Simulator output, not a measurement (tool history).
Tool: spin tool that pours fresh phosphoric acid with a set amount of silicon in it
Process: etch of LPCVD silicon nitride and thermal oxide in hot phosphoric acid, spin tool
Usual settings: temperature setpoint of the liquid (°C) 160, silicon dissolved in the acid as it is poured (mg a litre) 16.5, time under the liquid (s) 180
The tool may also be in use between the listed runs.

run   hour  temperature setpoint of the liquid (°C)  silicon dissolved in the acid as it is poured (mg a litre)  time under the liquid (s)  wafers since the last listed run  hours since the thermometer was replaced  hours since the dissolved silicon flow meter was replaced  hours since the heated supply line was repaired  hours since the gauge calibration  read-back film thickness of the LPCVD silicon nitride reference wafer, read on the same gauge (nm)  read-back film thickness of the thermal oxide reference wafer, read on the same gauge (nm)  thickness taken off the LPCVD silicon nitride on a monitor wafer (nm)  thickness taken off the thermal oxide on a monitor wafer (nm)
  1      0                                      160                                                        16.5                        180                                 0                                     696.1                                                     1086.5                                           3627.6                              314.8                                                                                              110.02                                                                                      89.989                                                                  12.83                                                          0.293
       8.1  -- gauge calibrated
  2   19.5                                      160                                                        16.5                        180                               125                                     715.6                                                       1106                                           3647.1                               11.4                                                                                              109.98                                                                                      89.977                                                                  12.72                                                          0.274
  3   38.4                                      160                                                        16.5                        180                               121                                     734.5                                                     1124.9                                             3666                               30.3                                                                                              109.99                                                                                      90.007                                                                  12.79                                                          0.286
  4    106                                      160                                                        16.5                        180                               436                                     802.1                                                     1192.5                                           3733.6                               97.9                                                                                                 110                                                                                      90.032                                                                  12.68                                                          0.291
  5  121.8                                      160                                                        16.5                        180                               101                                     817.9                                                     1208.3                                           3749.4                              113.7                                                                                              109.97                                                                                      89.989                                                                  12.64                                                           0.29
  6  136.7                                      160                                                        16.5                        180                                96                                     832.8                                                     1223.2                                           3764.3                              128.6                                                                                                 110                                                                                      89.984                                                                  12.77                                                           0.27
  7    162                                      160                                                        16.5                        180                               163                                     858.1                                                     1248.5                                           3789.6                              153.9                                                                                                 110                                                                                      89.966                                                                   12.7                                                          0.273
  8  187.2                                      160                                                        16.5                        180                               162                                     883.3                                                     1273.7                                           3814.8                              179.1                                                                                              110.01                                                                                      90.045                                                                  12.74                                                          0.283
  9  216.7                                      161                                                        12.5                        270                               190                                     912.8                                                     1303.2                                           3844.3                              208.6                                                                                              110.01                                                                                      90.013                                                                  19.61                                                          0.517
 10  242.4                                      160                                                           8                         85                               165                                     938.5                                                     1328.9                                             3870                              234.3                                                                                                 110                                                                                      90.037                                                                   5.96                                                          0.172
     250.9  -- dissolved silicon flow meter replaced
 11  274.7                                    158.5                                                          29                        180                               201                                     970.8                                                       23.8                                           3902.3                              266.6                                                                                                 110                                                                                      90.005                                                                  11.99                                                          0.155
     289.9  -- heated supply line repaired
 12  301.6                                      160                                                        20.5                        210                               167                                     997.7                                                       50.7                                             11.7                              293.5                                                                                                 110                                                                                      89.965                                                                  13.86                                                          0.262
 13  330.3                                      160                                                        16.5                        125                               185                                    1026.4                                                       79.4                                             40.4                              322.2                                                                                              109.99                                                                                      89.997                                                                   8.31                                                          0.171
       355  -- gauge calibrated
 14  364.4                                      162                                                          21                        230                               220                                    1060.5                                                      113.5                                             74.5                                9.4                                                                                              110.03                                                                                      90.007                                                                  16.18                                                          0.298
 15  422.9                                      160                                                        27.5                        180                               377                                      1119                                                        172                                              133                               67.9                                                                                              109.97                                                                                      90.005                                                                  11.78                                                          0.155
     427.4  -- thermometer replaced
       440  -- heated supply line repaired, repeated, since the last time left the tool worse
 16  455.3                                    161.5                                                           5                        180                               196                                      27.9                                                      204.4                                             15.3                              100.3                                                                                              110.01                                                                                      90.031                                                                  14.81                                                          0.509
 17  473.9                                      157                                                          26                        125                               120                                      46.5                                                        223                                             33.9                              118.9                                                                                              109.98                                                                                      89.989                                                                   8.75                                                          0.155
 18  534.2                                      160                                                        16.5                        180                               389                                     106.8                                                      283.3                                             94.2                              179.2                                                                                              110.01                                                                                      89.973                                                                     14                                                          0.338
 19  561.2                                      158                                                          24                        225                               174                                     133.8                                                      310.3                                            121.2                              206.2                                                                                              110.02                                                                                      90.014                                                                   16.3                                                          0.253
 20  594.3                                      160                                                        16.5                        180                               213                                     166.9                                                      343.4                                            154.3                              239.3                                                                                              109.99                                                                                      89.977                                                                  13.88                                                          0.342
 21  622.1                                    162.5                                                        16.5                        235                               179                                     194.7                                                      371.2                                            182.1                              267.1                                                                                              109.97                                                                                      90.047                                                                  19.66                                                          0.491

Hidden state at the last listed run before each entry between runs and at the first one after, where it differs:
Between runs 1 and 2: gauge calibrated (hour 8.1)
  temperature lost on the way to the wafer (K): 3.16 -> 3.17
  measured less the result without the state, thickness taken off the LPCVD silicon nitride on a monitor wafer (nm): -1.45 -> -1.44; thickness taken off the thermal oxide on a monitor wafer (nm): -0.078 -> -0.074
Between runs 10 and 11: dissolved silicon flow meter replaced (hour 250.9)
  temperature lost on the way to the wafer (K): 3.37 -> 3.4
  measured less the result without the state, thickness taken off the LPCVD silicon nitride on a monitor wafer (nm): -0.72 -> -1.47; thickness taken off the thermal oxide on a monitor wafer (nm): -0.049 -> -0.045
Between runs 11 and 12: heated supply line repaired (hour 289.9)
  temperature lost on the way to the wafer (K): 3.4 -> 5.08
  measured less the result without the state, thickness taken off the LPCVD silicon nitride on a monitor wafer (nm): -1.47 -> -2.61; thickness taken off the thermal oxide on a monitor wafer (nm): -0.045 -> -0.121
Between runs 13 and 14: gauge calibrated (hour 355)
  temperature lost on the way to the wafer (K): 5.11 -> 5.14
  measured less the result without the state, thickness taken off the LPCVD silicon nitride on a monitor wafer (nm): -1.58 -> -3.06; thickness taken off the thermal oxide on a monitor wafer (nm): -0.08 -> -0.139
Between runs 15 and 16: thermometer replaced (hour 427.4); heated supply line repaired, repeated, since the last time left the tool worse (hour 440)
  temperature lost on the way to the wafer (K): 5.19 -> 0.451
  measured less the result without the state, thickness taken off the LPCVD silicon nitride on a monitor wafer (nm): -2.28 -> -0.23; thickness taken off the thermal oxide on a monitor wafer (nm): -0.073 -> -0.018
